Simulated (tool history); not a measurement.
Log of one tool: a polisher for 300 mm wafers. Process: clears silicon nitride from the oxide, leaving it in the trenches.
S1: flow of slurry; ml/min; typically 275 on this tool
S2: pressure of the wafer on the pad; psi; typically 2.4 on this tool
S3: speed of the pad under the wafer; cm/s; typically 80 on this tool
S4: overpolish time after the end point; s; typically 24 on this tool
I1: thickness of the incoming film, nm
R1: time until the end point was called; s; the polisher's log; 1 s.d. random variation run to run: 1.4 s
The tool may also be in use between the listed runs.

Run 1, hour 0.0: usual settings; I1 44.6. Result: R1 80.5 s.
Run 2, hour 22.4: usual settings; I1 44.5. Result: R1 86.5 s.
At hour 29.2: worn pad replaced by a new one.
Run 3, hour 75.7: usual settings but S4 32 s; I1 45.4. Result: R1 80.6 s.
Run 4, hour 91.5: usual settings but S4 32 s; I1 44.6. Result: R1 76.0 s.
Run 5, hour 116.9: usual settings but S2 2.8 psi, S3 70 cm/s; I1 45.7. Result: R1 81.0 s.
Run 6, hour 130.1: usual settings; I1 45.3. Result: R1 85.3 s.
Run 7, hour 156.2: usual settings; I1 45.1. Result: R1 86.1 s.
At hour 162.1: worn pad replaced by a new one.
Run 8, hour 171.5: usual settings; I1 45.5. Result: R1 75.8 s.
Run 9, hour 186.1: usual settings but S4 20 s; I1 45.0. Result: R1 76.8 s.
Run 10, hour 200.8: usual settings; I1 44.6. Result: R1 77.2 s.
Run 11, hour 221.7: usual settings; I1 45.8. Result: R1 84.8 s.
Run 12, hour 247.6: usual settings but S3 90 cm/s; I1 44.3. Result: R1 75.9 s.
At hour 249.9: slurry nozzle cleaned.
At hour 276.6: worn pad replaced by a new one, of another model than before.
Run 13, hour 277.1: usual settings; I1 45.1. Result: R1 73.4 s.
Run 14, hour 299.8: usual settings but S1 235 ml/min, S2 2.2 psi, S3 58 cm/s, S4 19 s; I1 45.1. Result: R1 117.5 s.
Run 15, hour 319.5: usual settings but S2 1.8 psi, S4 38 s; I1 45.4. Result: R1 107.7 s.
At hour 333.6: head pressure recalibrated.
Run 16, hour 339.1: usual settings; I1 44.9. Result: R1 77.3 s.
Run 17, hour 374.3: usual settings; I1 45.1. Result: R1 82.9 s.
At hour 398.8: worn pad replaced by a new one.
Run 18, hour 404.4: usual settings; I1 44.5. Result: R1 74.8 s.
Run 19, hour 424.8: usual settings but S1 250 ml/min, S2 1.8 psi, S4 33 s; I1 45.1. Result: R1 104.9 s.
Run 20, hour 451.6: usual settings; I1 44.3. Result: R1 79.1 s.
Run 21, hour 470.7: usual settings but S2 1.7 psi, S3 104 cm/s, S4 20 s; I1 45.3. Result: R1 87.8 s.
Run 22, hour 487.5: usual settings but S1 310 ml/min, S2 2.1 psi, S4 20 s; I1 45.0. Result: R1 90.8 s.
At hour 498.5: worn pad replaced by a new one.
Run 23, hour 505.2: usual settings but S2 2.9 psi; I1 45.4. Result: R1 63.8 s.
Run 24, hour 536.8: usual settings but S1 220 ml/min, S2 3.1 psi, S3 94 cm/s, S4 33 s; I1 45.4. Result: R1 52.3 s.
Run 25, hour 565.9: usual settings; I1 44.5. Result: R1 78.3 s.
Run 26, hour 578.4: usual settings but S3 92 cm/s, S4 15 s; I1 44.5. Result: R1 69.1 s.

Alternative continuations, all from the tool just after run 26; predict every row:
Run A, hour 578.9: usual settings but S4 18 s; I1 44.9. Result: R1 ?.
Run B, hour 578.9: usual settings but S2 2.9 psi, S3 102 cm/s, S4 37 s; I1 44.9. Result: R1 ?.
Run C, hour 578.9: usual settings but S1 345 ml/min, S2 2.0 psi, S3 62 cm/s, S4 31 s; I1 44.9. Result: R1 ?.
Run D, hour 578.9: usual settings but S3 62 cm/s; I1 44.9. Result: R1 ?.
Run E, hour 578.9: usual settings but S1 315 ml/min, S2 2.0 psi, S3 54 cm/s, S4 30 s; I1 44.9. Result: R1 ?.

run     R1
  A   80.8
  B   52.4
  C  123.3
  D  104.2
  E  142.4
Stripped of hidden state, with their random variation kept, the same runs would have yielded:
run     R1
  A   73.9
  B   48.0
  C  112.8
  D   95.4
  E  130.3

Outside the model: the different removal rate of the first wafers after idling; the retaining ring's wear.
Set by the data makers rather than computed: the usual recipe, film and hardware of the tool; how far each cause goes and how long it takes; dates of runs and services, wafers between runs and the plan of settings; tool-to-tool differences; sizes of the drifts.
